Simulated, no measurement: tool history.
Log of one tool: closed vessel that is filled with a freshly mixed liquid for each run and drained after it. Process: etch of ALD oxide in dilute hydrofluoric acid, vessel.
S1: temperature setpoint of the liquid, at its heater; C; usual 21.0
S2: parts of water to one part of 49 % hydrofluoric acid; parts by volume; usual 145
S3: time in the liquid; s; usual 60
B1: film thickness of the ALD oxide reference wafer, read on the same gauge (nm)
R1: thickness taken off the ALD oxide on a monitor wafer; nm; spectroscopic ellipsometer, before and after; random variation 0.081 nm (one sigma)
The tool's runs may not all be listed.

Run 1, day 0.000: usual settings; B1 120.01. Result: R1 9.81 nm.
Run 2, day 1.550: usual settings; B1 120.01. Result: R1 9.68 nm.
Run 3, day 4.642: usual settings but S3 45 s; B1 120.01. Result: R1 7.62 nm.
Run 4, day 7.904: usual settings; B1 120.00. Result: R1 9.99 nm.
Run 5, day 10.083: usual settings; B1 120.02. Result: R1 9.70 nm.
Run 6, day 13.992: usual settings; B1 120.00. Result: R1 9.70 nm.
Run 7, day 17.812: usual settings; B1 120.01. Result: R1 9.57 nm.
Run 8, day 21.458: usual settings; B1 120.00. Result: R1 9.50 nm.
Run 9, day 24.229: usual settings; B1 119.99. Result: R1 10.09 nm.
Run 10, day 27.654: usual settings; B1 120.00. Result: R1 9.98 nm.
Run 11, day 30.800: usual settings but S1 23.0 C; B1 120.00. Result: R1 10.67 nm.
Run 12, day 33.192: usual settings but S1 23.0 C; B1 119.96. Result: R1 10.61 nm.
Run 13, day 35.604: usual settings but S1 23.0 C; B1 120.01. Result: R1 10.52 nm.
Run 14, day 37.496: usual settings but S2 195 parts by volume; B1 120.02. Result: R1 6.69 nm.
Run 15, day 40.692: usual settings but S2 195 parts by volume; B1 120.02. Result: R1 7.15 nm.
Run 16, day 42.654: usual settings but S2 120 parts by volume; B1 119.99. Result: R1 12.34 nm.
Run 17, day 44.200: usual settings but S1 23.0 C; B1 119.99. Result: R1 10.79 nm.
Run 18, day 47.875: usual settings; B1 120.03. Result: R1 9.73 nm.
Run 19, day 52.633: usual settings; B1 119.99. Result: R1 9.60 nm.
Run 20, day 55.958: usual settings; B1 119.99. Result: R1 10.18 nm.
Run 21, day 58.108: usual settings but S1 25.5 C, S3 30 s; B1 120.00. Result: R1 5.94 nm.
Run 22, day 60.133: usual settings but S1 18.0 C, S2 100 parts by volume; B1 120.00. Result: R1 13.20 nm.
Run 23, day 63.104: usual settings but S3 30 s; B1 120.01. Result: R1 4.92 nm.
Run 24, day 67.262: usual settings but S1 17.0 C, S2 205 parts by volume, S3 45 s; B1 119.98. Result: R1 4.14 nm.
Run 25, day 71.654: usual settings but S1 25.0 C, S3 45 s; B1 120.01. Result: R1 8.36 nm.
Run 26, day 75.233: usual settings; B1 119.98. Result: R1 10.10 nm.
Run 27, day 76.979: usual settings but S1 17.5 C, S2 205 parts by volume; B1 119.98. Result: R1 5.85 nm.
Run 28, day 79.175: usual settings but S1 19.0 C, S3 50 s; B1 119.99. Result: R1 7.65 nm.
Run 29, day 80.925: usual settings but S1 19.5 C; B1 119.98. Result: R1 9.38 nm.
Run 30, day 82.521: usual settings but S1 24.0 C, S2 190 parts by volume, S3 85 s; B1 119.99. Result: R1 11.52 nm.
Run 31, day 84.288: usual settings but S1 25.5 C, S3 85 s; B1 120.01. Result: R1 16.50 nm.
Run 32, day 87.742: usual settings but S2 170 parts by volume, S3 30 s; B1 119.99. Result: R1 3.98 nm.

Taken out of this log: 7 entries between the listed runs. Where each belongs, and how the hidden state differs across it:
Between runs 2 and 3: hydrofluoric acid flow meter replaced (day 4.100)
  hydrofluoric acid flow below the setpoint (%): 4.64 -> 0.875
  measured less the result without the state, R1: -0.55 -> -0.08 nm
Between runs 8 and 9: hydrofluoric acid flow meter replaced (day 22.529)
  hydrofluoric acid flow below the setpoint (%): 6.89 -> 0.694
  measured less the result without the state, R1: -0.82 -> -0.08 nm
Between runs 14 and 15: hydrofluoric acid flow meter replaced (day 39.733)
  hydrofluoric acid flow below the setpoint (%): 5.44 -> 1.36
  measured less the result without the state, R1: -0.47 -> -0.12 nm
Between runs 17 and 18: gauge calibrated (day 47.504)
  hydrofluoric acid flow below the setpoint (%): 2.61 -> 3.93
  measured less the result without the state, R1: -0.34 -> -0.46 nm
Between runs 18 and 19: thermometer replaced (day 48.008)
  hydrofluoric acid flow below the setpoint (%): 3.93 -> 5.63
  measured less the result without the state, R1: -0.46 -> -0.67 nm
Between runs 19 and 20: hydrofluoric acid flow meter replaced (day 55.496)
  hydrofluoric acid flow below the setpoint (%): 5.63 -> 0.78
  measured less the result without the state, R1: -0.67 -> -0.09 nm
Between runs 25 and 26: hydrofluoric acid flow meter replaced (day 74.300)
  hydrofluoric acid flow below the setpoint (%): 6.4 -> 0.624
  measured less the result without the state, R1: -0.67 -> -0.07 nm

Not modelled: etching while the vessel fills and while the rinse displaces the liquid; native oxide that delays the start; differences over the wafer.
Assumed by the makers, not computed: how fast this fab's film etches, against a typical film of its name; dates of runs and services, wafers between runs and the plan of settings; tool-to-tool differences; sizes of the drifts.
